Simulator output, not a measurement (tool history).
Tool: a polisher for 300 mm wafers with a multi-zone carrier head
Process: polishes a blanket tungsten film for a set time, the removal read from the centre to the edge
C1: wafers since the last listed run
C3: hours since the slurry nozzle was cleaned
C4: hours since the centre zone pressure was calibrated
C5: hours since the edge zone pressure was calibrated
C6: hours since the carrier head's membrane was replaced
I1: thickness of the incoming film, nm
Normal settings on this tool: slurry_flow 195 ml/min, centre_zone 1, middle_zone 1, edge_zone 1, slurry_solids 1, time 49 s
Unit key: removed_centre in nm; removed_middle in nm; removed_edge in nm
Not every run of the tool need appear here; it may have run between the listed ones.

run 1 hour=0 | slurry_flow=195 centre_zone=1 middle_zone=0.98 edge_zone=1 slurry_solids=1 time=49 | C1=0 wafers_polished_on_this_pad=1738 C3=393.6 C4=112.6 C5=102.4 C6=807.6 | I1=1251.1 | removed_centre=337.4 removed_middle=289.8 removed_edge=301.3
-- hour=11.5 worn pad replaced by a new one
run 2 hour=14.5 | slurry_flow=195 centre_zone=1 middle_zone=0.98 edge_zone=1 slurry_solids=1 time=49 | C1=108 wafers_polished_on_this_pad=30 C3=408.1 C4=127.1 C5=116.9 C6=822.1 | I1=1256.9 | removed_centre=348.5 removed_middle=297.9 removed_edge=300.1
run 3 hour=31.1 | slurry_flow=195 centre_zone=1 middle_zone=0.98 edge_zone=1 slurry_solids=1 time=49 | C1=170 wafers_polished_on_this_pad=201 C3=424.7 C4=143.7 C5=133.5 C6=838.7 | I1=1249.7 | removed_centre=346.5 removed_middle=294.7 removed_edge=296.7
run 4 hour=44.6 | slurry_flow=125 centre_zone=1 middle_zone=0.92 edge_zone=1 slurry_solids=0.85 time=56 | C1=138 wafers_polished_on_this_pad=340 C3=438.2 C4=157.2 C5=147 C6=852.2 | I1=1267.9 | removed_centre=348.4 removed_middle=287.6 removed_edge=317.1
run 5 hour=59.7 | slurry_flow=195 centre_zone=1 middle_zone=0.98 edge_zone=1 slurry_solids=1 time=49 | C1=155 wafers_polished_on_this_pad=495 C3=453.3 C4=172.3 C5=162.1 C6=867.3 | I1=1250.1 | removed_centre=347.3 removed_middle=296.6 removed_edge=303
run 6 hour=73.1 | slurry_flow=195 centre_zone=1 middle_zone=1 edge_zone=1 slurry_solids=1 time=49 | C1=137 wafers_polished_on_this_pad=633 C3=466.7 C4=185.7 C5=175.5 C6=880.7 | I1=1275.8 | removed_centre=337.8 removed_middle=296.5 removed_edge=301.8
-- hour=96.2 centre zone pressure recalibrated, repeated, since the last time left the tool worse
-- hour=129.2 slurry nozzle cleaned
-- hour=153.9 carrier head's membrane replaced by a new one
run 7 hour=167 | slurry_flow=130 centre_zone=1 middle_zone=1 edge_zone=1 slurry_solids=1 time=33 | C1=883 wafers_polished_on_this_pad=1517 C3=37.8 C4=70.8 C5=269.4 C6=13.1 | I1=1247.8 | removed_centre=194.1 removed_middle=193.7 removed_edge=190.3
run 8 hour=184.2 | slurry_flow=195 centre_zone=1 middle_zone=1 edge_zone=1 slurry_solids=1.25 time=33 | C1=176 wafers_polished_on_this_pad=1694 C3=55 C4=88 C5=286.6 C6=30.3 | I1=1249.4 | removed_centre=222.3 removed_middle=208.7 removed_edge=207.7
run 9 hour=214.6 | slurry_flow=195 centre_zone=1 middle_zone=1 edge_zone=1 slurry_solids=1.25 time=44 | C1=312 wafers_polished_on_this_pad=2007 C3=85.4 C4=118.4 C5=317 C6=60.7 | I1=1275.3 | removed_centre=295.8 removed_middle=287.2 removed_edge=281
-- hour=224.7 worn pad replaced by a new one
-- hour=295.6 edge zone pressure recalibrated
run 10 hour=298.6 | slurry_flow=195 centre_zone=1.04 middle_zone=1 edge_zone=1 slurry_solids=1.15 time=49 | C1=802 wafers_polished_on_this_pad=740 C3=169.4 C4=202.4 C5=3 C6=144.7 | I1=1279.8 | removed_centre=338.4 removed_middle=311.9 removed_edge=301.3
run 11 hour=317.6 | slurry_flow=195 centre_zone=1 middle_zone=1.04 edge_zone=0.94 slurry_solids=1 time=36 | C1=195 wafers_polished_on_this_pad=935 C3=188.4 C4=221.4 C5=22 C6=163.7 | I1=1253.5 | removed_centre=230.1 removed_middle=223.1 removed_edge=209.9

Run 12, settings as shown, results not yet in. Your forecast:
run 12 hour=335 | slurry_flow=195 centre_zone=1.06 middle_zone=1 edge_zone=1 slurry_solids=1.25 time=49 | C1=179 wafers_polished_on_this_pad=1114 C3=205.8 C4=238.8 C5=39.4 C6=181.1 | I1=1266.6 | removed_centre=? removed_middle=? removed_edge=?

{"run 12": {"removed_centre": 357.4, "removed_middle": 320.2, "removed_edge": 321.5}}
The same run, on a tool lacking any hidden state, would have yielded removed_centre 341.6 nm, removed_middle 320.3 nm, removed_edge 321.5 nm.

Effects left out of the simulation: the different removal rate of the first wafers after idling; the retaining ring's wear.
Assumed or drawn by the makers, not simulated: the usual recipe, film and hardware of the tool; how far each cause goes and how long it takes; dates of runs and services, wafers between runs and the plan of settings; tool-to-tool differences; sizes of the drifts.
